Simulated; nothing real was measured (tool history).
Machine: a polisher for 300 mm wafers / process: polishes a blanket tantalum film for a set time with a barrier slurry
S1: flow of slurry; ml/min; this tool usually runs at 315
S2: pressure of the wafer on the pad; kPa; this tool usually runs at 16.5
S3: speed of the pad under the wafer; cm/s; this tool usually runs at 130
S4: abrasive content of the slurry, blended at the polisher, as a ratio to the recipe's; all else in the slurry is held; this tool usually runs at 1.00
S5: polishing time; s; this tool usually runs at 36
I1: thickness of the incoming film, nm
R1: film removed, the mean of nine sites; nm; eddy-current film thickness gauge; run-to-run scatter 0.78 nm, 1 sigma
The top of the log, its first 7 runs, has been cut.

At day 3.738: slurry blender recalibrated.
Run 8, day 3.758: usual settings; I1 475.4. Result: R1 88.0 nm.
At day 3.912: head pressure recalibrated.
At day 3.954: worn pad replaced by a new one.
Run 9, day 5.479: usual settings but S3 174 cm/s, S4 0.80; I1 464.7. Result: R1 107.4 nm.
Run 10, day 6.129: usual settings but S1 260 ml/min, S2 13.8 kPa, S3 154 cm/s, S5 31 s; I1 476.3. Result: R1 72.8 nm.
At day 6.725: slurry nozzle cleaned.
Run 11, day 6.746: usual settings but S4 1.15; I1 462.4. Result: R1 92.9 nm.
Run 12, day 7.421: usual settings but S3 98 cm/s, S5 32 s; I1 473.8. Result: R1 63.5 nm.
At day 8.129: worn pad replaced by a new one.
Run 13, day 8.150: usual settings; I1 474.9. Result: R1 88.1 nm.
Run 14, day 8.342: usual settings but S2 11.7 kPa, S3 90 cm/s, S4 0.75, S5 40 s; I1 471.0. Result: R1 50.4 nm.
Run 15, day 8.758: usual settings but S1 345 ml/min, S2 11.0 kPa, S3 114 cm/s; I1 479.1. Result: R1 55.3 nm.
Run 16, day 9.283: usual settings; I1 466.5. Result: R1 89.8 nm.
Run 17, day 9.592: usual settings but S1 350 ml/min; I1 477.3. Result: R1 87.6 nm.
Run 18, day 10.238: usual settings but S1 220 ml/min, S3 108 cm/s, S4 1.25, S5 30 s; I1 466.9. Result: R1 66.2 nm.
Run 19, day 10.888: usual settings but S2 19.3 kPa; I1 473.0. Result: R1 103.1 nm.
Run 20, day 11.242: usual settings but S4 0.75; I1 473.1. Result: R1 80.8 nm.
Run 21, day 11.792: usual settings but S3 174 cm/s, S4 0.80; I1 474.3. Result: R1 103.1 nm.
At day 12.288: worn pad replaced by a new one.
Run 22, day 12.308: usual settings; I1 468.4. Result: R1 89.2 nm.
Run 23, day 12.442: usual settings but S5 31 s; I1 477.5. Result: R1 75.3 nm.
Run 24, day 12.975: usual settings but S2 13.1 kPa; I1 470.5. Result: R1 72.2 nm.
Run 25, day 13.396: usual settings but S2 11.7 kPa, S4 0.80; I1 470.8. Result: R1 61.1 nm.
Run 26, day 13.925: usual settings but S3 118 cm/s, S5 47 s; I1 478.5. Result: R1 108.7 nm.
Run 27, day 14.621: usual settings but S2 13.1 kPa, S3 96 cm/s, S4 0.80; I1 472.9. Result: R1 53.4 nm.
Run 28, day 14.950: usual settings but S2 20.0 kPa, S4 0.70; I1 473.0. Result: R1 94.6 nm.
Run 29, day 15.450: usual settings; I1 471.5. Result: R1 90.1 nm.
Run 30, day 15.817: usual settings but S4 0.85; I1 464.0. Result: R1 85.4 nm.
Run 31, day 16.312: usual settings but S2 20.0 kPa, S5 46 s; I1 466.8. Result: R1 133.9 nm.
At day 16.950: worn pad replaced by a new one.
Run 32, day 16.971: usual settings but S3 142 cm/s; I1 471.5. Result: R1 95.8 nm.

3 options for the next run, each taken on its own from the tool as it stands now. Forecast them:
Run A, day 16.988: usual settings but S1 345 ml/min; I1 471.2. Result: R1 ?.
Run B, day 16.988: usual settings but S1 375 ml/min, S5 25 s; I1 471.2. Result: R1 ?.
Run C, day 16.988: usual settings but S2 21.4 kPa; I1 471.2. Result: R1 ?.

run     R1
  A   87.5
  B   61.1
  C  110.2
With no hidden state in the tool, these same runs would have given:
run     R1
  A   87.5
  B   61.1
  C  110.2
